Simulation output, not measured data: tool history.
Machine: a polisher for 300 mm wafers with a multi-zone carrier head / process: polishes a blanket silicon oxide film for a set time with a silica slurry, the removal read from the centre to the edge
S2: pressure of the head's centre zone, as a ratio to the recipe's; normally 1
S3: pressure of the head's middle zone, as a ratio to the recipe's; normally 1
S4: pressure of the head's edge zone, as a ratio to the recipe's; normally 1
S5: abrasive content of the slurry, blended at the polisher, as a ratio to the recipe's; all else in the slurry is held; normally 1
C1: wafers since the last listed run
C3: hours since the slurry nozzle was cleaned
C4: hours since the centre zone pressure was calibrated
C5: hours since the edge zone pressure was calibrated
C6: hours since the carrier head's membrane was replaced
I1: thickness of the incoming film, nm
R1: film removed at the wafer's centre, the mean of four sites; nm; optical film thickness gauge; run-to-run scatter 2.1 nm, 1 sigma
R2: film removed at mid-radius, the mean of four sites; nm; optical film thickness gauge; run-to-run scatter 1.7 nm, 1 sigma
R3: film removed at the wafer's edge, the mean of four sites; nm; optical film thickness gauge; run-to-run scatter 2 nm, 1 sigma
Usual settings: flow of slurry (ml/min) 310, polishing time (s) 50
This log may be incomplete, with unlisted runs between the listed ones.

run 1 hour=0 | flow_of_slurry_(ml/min)=310 S2=1 S3=1.08 S4=1 S5=1 polishing_time_(s)=50 | C1=0 wafers_polished_on_this_pad=1018 C3=402.1 C4=45.3 C5=914.9 C6=926.2 | I1=1363.5 | R1=181.4 R2=188.1 R3=181
-- hour=20.6 worn pad replaced by a new one
run 2 hour=21.1 | flow_of_slurry_(ml/min)=310 S2=1 S3=1 S4=1 S5=0.9 polishing_time_(s)=50 | C1=179 wafers_polished_on_this_pad=5 C3=423.2 C4=66.4 C5=936 C6=947.3 | I1=1346.2 | R1=174.4 R2=174.6 R3=174.3
run 3 hour=49.4 | flow_of_slurry_(ml/min)=310 S2=1 S3=1 S4=1 S5=0.9 polishing_time_(s)=50 | C1=296 wafers_polished_on_this_pad=301 C3=451.5 C4=94.7 C5=964.3 C6=975.6 | I1=1370.8 | R1=168.3 R2=173.7 R3=176.5
run 4 hour=81.4 | flow_of_slurry_(ml/min)=310 S2=1 S3=1 S4=1 S5=1 polishing_time_(s)=59 | C1=335 wafers_polished_on_this_pad=637 C3=483.5 C4=126.7 C5=996.3 C6=1007.6 | I1=1359.2 | R1=214.4 R2=216.3 R3=218.2
run 5 hour=115 | flow_of_slurry_(ml/min)=310 S2=1 S3=1 S4=1 S5=1 polishing_time_(s)=59 | C1=352 wafers_polished_on_this_pad=989 C3=517.1 C4=160.3 C5=1029.9 C6=1041.2 | I1=1356.1 | R1=212 R2=210.5 R3=217.3
-- hour=122.5 worn pad replaced by a new one
run 6 hour=141.7 | flow_of_slurry_(ml/min)=310 S2=1 S3=1 S4=1 S5=1 polishing_time_(s)=50 | C1=237 wafers_polished_on_this_pad=201 C3=543.8 C4=187 C5=1056.6 C6=1067.9 | I1=1345 | R1=184.4 R2=183.4 R3=185.3
-- hour=150.1 carrier head's membrane replaced by a new one
run 7 hour=155.8 | flow_of_slurry_(ml/min)=310 S2=1 S3=1 S4=1 S5=1 polishing_time_(s)=50 | C1=95 wafers_polished_on_this_pad=296 C3=557.9 C4=201.1 C5=1070.7 C6=5.7 | I1=1358.4 | R1=181.4 R2=182.3 R3=181.7
-- hour=163 slurry nozzle cleaned
-- hour=168.2 edge zone pressure recalibrated
run 8 hour=175.3 | flow_of_slurry_(ml/min)=310 S2=1 S3=1 S4=1 S5=1 polishing_time_(s)=50 | C1=172 wafers_polished_on_this_pad=469 C3=12.3 C4=220.6 C5=7.1 C6=25.2 | I1=1362.3 | R1=184.5 R2=183.9 R3=182.7
run 9 hour=199.3 | flow_of_slurry_(ml/min)=310 S2=1 S3=1 S4=1 S5=1 polishing_time_(s)=50 | C1=251 wafers_polished_on_this_pad=721 C3=36.3 C4=244.6 C5=31.1 C6=49.2 | I1=1346.3 | R1=181.7 R2=182.4 R3=186.3
run 10 hour=216.1 | flow_of_slurry_(ml/min)=230 S2=1 S3=1 S4=0.94 S5=1 polishing_time_(s)=50 | C1=176 wafers_polished_on_this_pad=897 C3=53.1 C4=261.4 C5=47.9 C6=66 | I1=1362.7 | R1=176.2 R2=177.1 R3=172.5
-- hour=226.9 worn pad replaced by a new one
run 11 hour=236.7 | flow_of_slurry_(ml/min)=350 S2=0.92 S3=0.91 S4=1 S5=1.15 polishing_time_(s)=50 | C1=174 wafers_polished_on_this_pad=102 C3=73.7 C4=282 C5=68.5 C6=86.6 | I1=1342.6 | R1=177.9 R2=189.6 R3=199.5
run 12 hour=254.9 | flow_of_slurry_(ml/min)=310 S2=1 S3=1 S4=1 S5=1 polishing_time_(s)=50 | C1=190 wafers_polished_on_this_pad=293 C3=91.9 C4=300.2 C5=86.7 C6=104.8 | I1=1360.4 | R1=185.4 R2=183.8 R3=185.5
run 13 hour=276.9 | flow_of_slurry_(ml/min)=375 S2=1 S3=1.03 S4=1 S5=0.85 polishing_time_(s)=36 | C1=230 wafers_polished_on_this_pad=524 C3=113.9 C4=322.2 C5=108.7 C6=126.8 | I1=1373.8 | R1=122 R2=122.9 R3=124.4
-- hour=337.9 centre zone pressure recalibrated
-- hour=341.2 worn pad replaced by a new one
run 14 hour=377.3 | flow_of_slurry_(ml/min)=310 S2=1 S3=0.95 S4=1 S5=1 polishing_time_(s)=62 | C1=997 wafers_polished_on_this_pad=378 C3=214.3 C4=39.4 C5=209.1 C6=227.2 | I1=1345.3 | R1=229.6 R2=221.4 R3=228.2
run 15 hour=404.5 | flow_of_slurry_(ml/min)=310 S2=1 S3=1.04 S4=1 S5=1 polishing_time_(s)=59 | C1=285 wafers_polished_on_this_pad=663 C3=241.5 C4=66.6 C5=236.3 C6=254.4 | I1=1350.6 | R1=216.3 R2=217.6 R3=220.9
run 16 hour=420.3 | flow_of_slurry_(ml/min)=235 S2=1 S3=0.9 S4=1.11 S5=1 polishing_time_(s)=50 | C1=165 wafers_polished_on_this_pad=829 C3=257.3 C4=82.4 C5=252.1 C6=270.2 | I1=1347.5 | R1=176.8 R2=169.5 R3=188.1
-- hour=456.5 worn pad replaced by a new one
run 17 hour=457 | flow_of_slurry_(ml/min)=310 S2=1 S3=0.95 S4=1 S5=1 polishing_time_(s)=62 | C1=342 wafers_polished_on_this_pad=5 C3=294 C4=119.1 C5=288.8 C6=306.9 | I1=1349.8 | R1=227.5 R2=224.2 R3=226.9
run 18 hour=480.8 | flow_of_slurry_(ml/min)=310 S2=0.91 S3=0.95 S4=1 S5=1 polishing_time_(s)=50 | C1=249 wafers_polished_on_this_pad=255 C3=317.8 C4=142.9 C5=312.6 C6=330.7 | I1=1365.9 | R1=166 R2=178.8 R3=185.7
run 19 hour=494.7 | flow_of_slurry_(ml/min)=220 S2=0.9 S3=0.88 S4=1 S5=1.2 polishing_time_(s)=50 | C1=145 wafers_polished_on_this_pad=400 C3=331.7 C4=156.8 C5=326.5 C6=344.6 | I1=1333.8 | R1=171.5 R2=182.2 R3=196
run 20 hour=513.6 | flow_of_slurry_(ml/min)=310 S2=1 S3=1 S4=1 S5=1 polishing_time_(s)=50 | C1=198 wafers_polished_on_this_pad=599 C3=350.6 C4=175.7 C5=345.4 C6=363.5 | I1=1346.1 | R1=186.2 R2=182.2 R3=184.2
run 21 hour=534.1 | flow_of_slurry_(ml/min)=310 S2=1.07 S3=1 S4=1 S5=1 polishing_time_(s)=41 | C1=214 wafers_polished_on_this_pad=813 C3=371.1 C4=196.2 C5=365.9 C6=384 | I1=1366.9 | R1=159.8 R2=150.1 R3=146.6

Forecast each of these 4 alternatives for the next run:
run A hour=534.5 | flow_of_slurry_(ml/min)=310 S2=1 S3=1 S4=1 S5=1 polishing_time_(s)=50 | C1=4 wafers_polished_on_this_pad=818 C3=371.5 C4=196.6 C5=366.3 C6=384.4 | I1=1338.7 | R1=? R2=? R3=?
run B hour=534.5 | flow_of_slurry_(ml/min)=375 S2=1.07 S3=0.92 S4=1 S5=1 polishing_time_(s)=33 | C1=4 wafers_polished_on_this_pad=818 C3=371.5 C4=196.6 C5=366.3 C6=384.4 | I1=1338.7 | R1=? R2=? R3=?
run C hour=534.5 | flow_of_slurry_(ml/min)=395 S2=1 S3=1 S4=0.96 S5=1 polishing_time_(s)=50 | C1=4 wafers_polished_on_this_pad=818 C3=371.5 C4=196.6 C5=366.3 C6=384.4 | I1=1338.7 | R1=? R2=? R3=?
run D hour=534.5 | flow_of_slurry_(ml/min)=350 S2=1 S3=1 S4=1 S5=1 polishing_time_(s)=50 | C1=4 wafers_polished_on_this_pad=818 C3=371.5 C4=196.6 C5=366.3 C6=384.4 | I1=1338.7 | R1=? R2=? R3=?

run=A R1=182.7 R2=181.6 R3=182.3
run=B R1=131.4 R2=117.3 R3=121.9
run=C R1=186.8 R2=185.4 R3=181.6
run=D R1=184.9 R2=183.6 R3=183.8
The same runs, with their run-to-run variation unchanged, on a tool lacking any hidden condition would have given:
run=A R1=182.7 R2=181.6 R3=182.3
run=B R1=131.4 R2=117.3 R3=121.9
run=C R1=186.8 R2=185.4 R3=181.6
run=D R1=184.9 R2=183.6 R3=183.8
